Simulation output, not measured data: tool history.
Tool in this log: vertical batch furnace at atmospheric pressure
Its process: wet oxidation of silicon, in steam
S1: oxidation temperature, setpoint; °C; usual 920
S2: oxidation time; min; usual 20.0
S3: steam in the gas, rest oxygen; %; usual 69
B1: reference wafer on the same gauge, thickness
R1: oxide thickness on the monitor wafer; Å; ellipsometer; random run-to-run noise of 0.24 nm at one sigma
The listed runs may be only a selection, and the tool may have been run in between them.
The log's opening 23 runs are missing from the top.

| run | day | S1 | S2 | S3 | B1 | R1 |
|---|---|---|---|---|---|---|
| 24 | 66.517 | 920 | 12.0 | 60 | 54.09 | 264.4 |
| 25 | 69.517 | 920 | 20.0 | 69 | 54.08 | 492.0 |
| 26 | 73.683 | 896 | 15.0 | 60 | 53.98 | 228.2 |
| 27 | 77.454 | 901 | 13.5 | 69 | 53.98 | 255.0 |
|  | 79.754 | gauge calibrated |
| 28 | 79.838 | 920 | 20.0 | 81 | 55.70 | 585.9 |
| 29 | 83.646 | 934 | 20.0 | 69 | 55.60 | 607.4 |
| 30 | 87.342 | 920 | 20.0 | 69 | 55.37 | 504.8 |
| 31 | 89.404 | 907 | 12.5 | 69 | 55.20 | 265.8 |
| 32 | 92.896 | 920 | 27.5 | 69 | 55.01 | 672.6 |
| 33 | 96.879 | 927 | 11.0 | 69 | 54.84 | 309.1 |
| 34 | 100.917 | 937 | 20.0 | 78 | 54.63 | 690.7 |
| 35 | 104.608 | 920 | 20.0 | 69 | 54.53 | 496.3 |

Predict each of these 4 candidate next runs independently; none follows another, all start after run 35:
| A | 104.762 | 920 | 20.0 | 69 | ? | ? |
| B | 104.762 | 901 | 20.0 | 66 | ? | ? |
| C | 104.762 | 920 | 11.0 | 69 | ? | ? |
| D | 104.762 | 940 | 11.0 | 75 | ? | ? |

| run | B1 | R1 |
|---|---|---|
| A | 54.52 | 494.7 |
| B | 54.52 | 359.8 |
| C | 54.52 | 278.6 |
| D | 54.52 | 393.4 |
Stripped of hidden state, with their random variation kept, the same runs would have yielded:
| run | R1 |
|---|---|
| A | 505.9 |
| B | 367.9 |
| C | 284.9 |
| D | 402.3 |
